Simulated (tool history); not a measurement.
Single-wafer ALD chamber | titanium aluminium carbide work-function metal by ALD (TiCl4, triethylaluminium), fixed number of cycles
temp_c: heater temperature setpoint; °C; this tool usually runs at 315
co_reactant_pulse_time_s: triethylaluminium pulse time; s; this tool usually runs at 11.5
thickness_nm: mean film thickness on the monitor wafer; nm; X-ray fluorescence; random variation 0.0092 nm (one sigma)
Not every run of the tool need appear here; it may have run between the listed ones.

| run | hour | temp_c | co_reactant_pulse_time_s | read-back reference wafer on the same gauge, thickness_nm | thickness_nm |
|---|---|---|---|---|---|
| 1 | 0 | 315 | 11.5 | 2.208 | 1.956 |
| 2 | 11.6 | 315 | 11.5 | 2.211 | 1.96 |
| 3 | 25 | 315 | 11.5 | 2.21 | 1.974 |
| 4 | 38.7 | 315 | 11.5 | 2.209 | 1.957 |
| 5 | 49.3 | 315 | 11.5 | 2.21 | 1.958 |
| 6 | 62.3 | 320 | 11.5 | 2.211 | 2 |
| 7 | 78.4 | 320 | 11.5 | 2.208 | 1.994 |
| 8 | 84.6 | 315 | 15.15 | 2.211 | 2.133 |
| 9 | 93.3 | 315 | 15.15 | 2.212 | 2.141 |
| 10 | 107.5 | 315 | 15.15 | 2.209 | 2.127 |
| 11 | 116.9 | 318 | 11.5 | 2.209 | 1.968 |
|  | 133.1 | thermocouple changed; heater temperature recalibrated |
| 12 | 146.4 | 318 | 11.5 | 2.212 | 1.981 |
|  | 148.7 | gauge calibrated |
| 13 | 158.4 | 307 | 11.5 | 2.211 | 1.866 |
| 14 | 176 | 323 | 11.5 | 2.21 | 2.014 |
| 15 | 182.2 | 322 | 13.66 | 2.211 | 2.129 |
| 16 | 198.8 | 310 | 11.5 | 2.209 | 1.888 |
| 17 | 209.4 | 309 | 11.5 | 2.21 | 1.87 |
| 18 | 222.5 | 328 | 14.45 | 2.211 | 2.226 |
| 19 | 230 | 320 | 11.5 | 2.211 | 1.968 |
| 20 | 282 | 324 | 8.53 | 2.21 | 1.632 |
| 21 | 291.2 | 308 | 8.04 | 2.211 | 1.429 |
| 22 | 302.2 | 315 | 11.5 | 2.21 | 1.915 |
|  | 310.3 | triethylaluminium bottle replaced |
|  | 312 | showerhead replaced |
| 23 | 314.7 | 326 | 13.52 | 2.21 | 2.352 |
| 24 | 329.9 | 315 | 11.5 | 2.209 | 2.208 |
| 25 | 364.6 | 315 | 11.5 | 2.21 | 2.182 |
| 26 | 379.9 | 329 | 9.38 | 2.211 | 2.2 |
| 27 | 390.7 | 323 | 7.66 | 2.209 | 1.912 |

Each row is a separate what-if for the run after 27, all from the same tool condition, not one after another. Results?
| A | 391.1 | 315 | 10.13 | ? | ? |
| B | 391.1 | 326 | 15.09 | ? | ? |
| C | 391.1 | 309 | 14.46 | ? | ? |
| D | 391.1 | 303 | 11.5 | ? | ? |
| E | 391.1 | 315 | 10.17 | ? | ? |

| run | read-back reference wafer on the same gauge, thickness_nm | thickness_nm |
|---|---|---|
| A | 2.21 | 2.121 |
| B | 2.21 | 2.361 |
| C | 2.21 | 2.176 |
| D | 2.21 | 2.062 |
| E | 2.21 | 2.124 |
Stripped of hidden state, with their random variation kept, the same runs would have yielded:
| run | thickness_nm |
|---|---|
| A | 2.173 |
| B | 2.37 |
| C | 2.187 |
| D | 2.092 |
| E | 2.174 |
